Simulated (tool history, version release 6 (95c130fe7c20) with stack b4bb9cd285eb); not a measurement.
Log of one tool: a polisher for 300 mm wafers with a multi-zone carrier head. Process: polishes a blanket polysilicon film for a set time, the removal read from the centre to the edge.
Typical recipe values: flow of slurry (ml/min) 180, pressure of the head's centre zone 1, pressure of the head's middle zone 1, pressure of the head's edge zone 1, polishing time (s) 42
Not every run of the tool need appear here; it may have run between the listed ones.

run    hour  flow of slurry (ml/min)  pressure of the head's centre zone  pressure of the head's middle zone  pressure of the head's edge zone  polishing time (s)  incoming thickness of the incoming film, nm  film removed at the wafer's centre (Å)  film removed at mid-radius (Å)  film removed at the wafer's edge (Å)
  1       0                      180                                   1                                   1                                 1                  42                                       1321.1                                    3833                            3843                                  3907
        9.8  -- edge zone pressure recalibrated
       51.6  -- slurry nozzle cleaned
  2    60.8                      180                                   1                                   1                                 1                  42                                       1336.8                                    3991                            4036                                  3975
  3   103.3                      180                                   1                                   1                                 1                  42                                       1361.4                                    3910                            3886                                  3914
  4   155.5                      180                                   1                                   1                              1.04                  42                                       1351.8                                    3737                            3737                                  3876
      203.4  -- worn pad replaced by a new one
  5   213.5                      180                                   1                                   1                              1.04                  42                                       1363.6                                    4206                            4100                                  4161
      249.7  -- carrier head's membrane replaced by a new one
  6   250.2                      180                                   1                                   1                              1.04                  42                                       1352.7                                    3993                            3932                                  4159
  7   306.5                      180                                1.06                                   1                                 1                  42                                       1346.6                                    4141                            3949                                  3871
      319.4  -- centre zone pressure recalibrated
  8   344.7                      120                                   1                                0.91                                 1                  42                                       1371.7                                    3441                            3293                                  3616
  9   389.5                      180                                   1                                   1                                 1                  42                                       1346.8                                    3765                            3737                                  3750
 10   413.7                      180                                1.05                                1.09                              1.04                  42                                       1350.8                                    3951                            4016                                  3796
 11   483.6                      180                                   1                                   1                              1.05                  42                                       1351.5                                    3602                            3583                                  3701
      498.1  -- worn pad replaced by a new one
 12   518.6                      180                                   1                                   1                                 1                  42                                       1345.5                                    3911                            4029                                  4059
      564.6  -- slurry nozzle cleaned
 13     573                      140                                   1                                1.11                                 1                  36                                       1345.9                                    3421                            3725                                  3344
      612.2  -- edge zone pressure recalibrated
 14   624.7                      180                                   1                                   1                                 1                  42                                       1348.2                                    4008                            4079                                  3940
 15   664.3                      195                                0.95                                0.93                                 1                  42                                         1344                                    3674                            3715                                  3870
 16     689                      180                                   1                                   1                                 1                  42                                       1339.1                                    3725                            3875                                  3814
 17     736                      180                                   1                                   1                                 1                  42                                       1361.7                                    3604                            3742                                  3755
 18   775.7                      215                                   1                                   1                              1.09                  35                                         1353                                    3086                            3081                                  3227
      814.3  -- worn pad replaced by a new one
 19   824.9                      180                                   1                                   1                                 1                  42                                       1359.8                                    4067                            4079                                  4100
 20   894.2                      180                                 0.9                                   1                                 1                  52                                       1329.7                                    4402                            4862                                  4879
 21   956.3                      180                                   1                                   1                                 1                  50                                       1340.5                                    4575                            4549                                  4571
 22  1026.1                      180                                   1                                   1                              0.96                  42                                         1358                                    3650                            3679                                  3696
     1081.9  -- slurry nozzle cleaned
 23  1092.6                      180                                   1                                   1                                 1                  37                                       1336.7                                    3286                            3325                                  3300

What if the next run were any one of these 3? Each begins from the tool's condition after run 23:
  A  1093                      180                                   1                                   1                              1.09                  42                                       1338.4                                       ?                               ?                                     ?
  B  1093                      180                                0.92                                   1                              1.07                  42                                       1338.4                                       ?                               ?                                     ?
  C  1093                      220                                   1                                   1                                 1                  42                                       1338.4                                       ?                               ?                                     ?

run  film removed at the wafer's centre (Å)  film removed at mid-radius (Å)  film removed at the wafer's edge (Å)
  A                                    3895                            3775                                  3901
  B                                    3581                            3777                                  3876
  C                                    4023                            3887                                  3873
With the hidden condition removed and each run's random variation left untouched, the same runs would have given:
run  film removed at the wafer's centre (Å)  film removed at mid-radius (Å)  film removed at the wafer's edge (Å)
  A                                    4417                            4276                                  4406
  B                                    4061                            4278                                  4379
  C                                    4554                            4395                                  4370
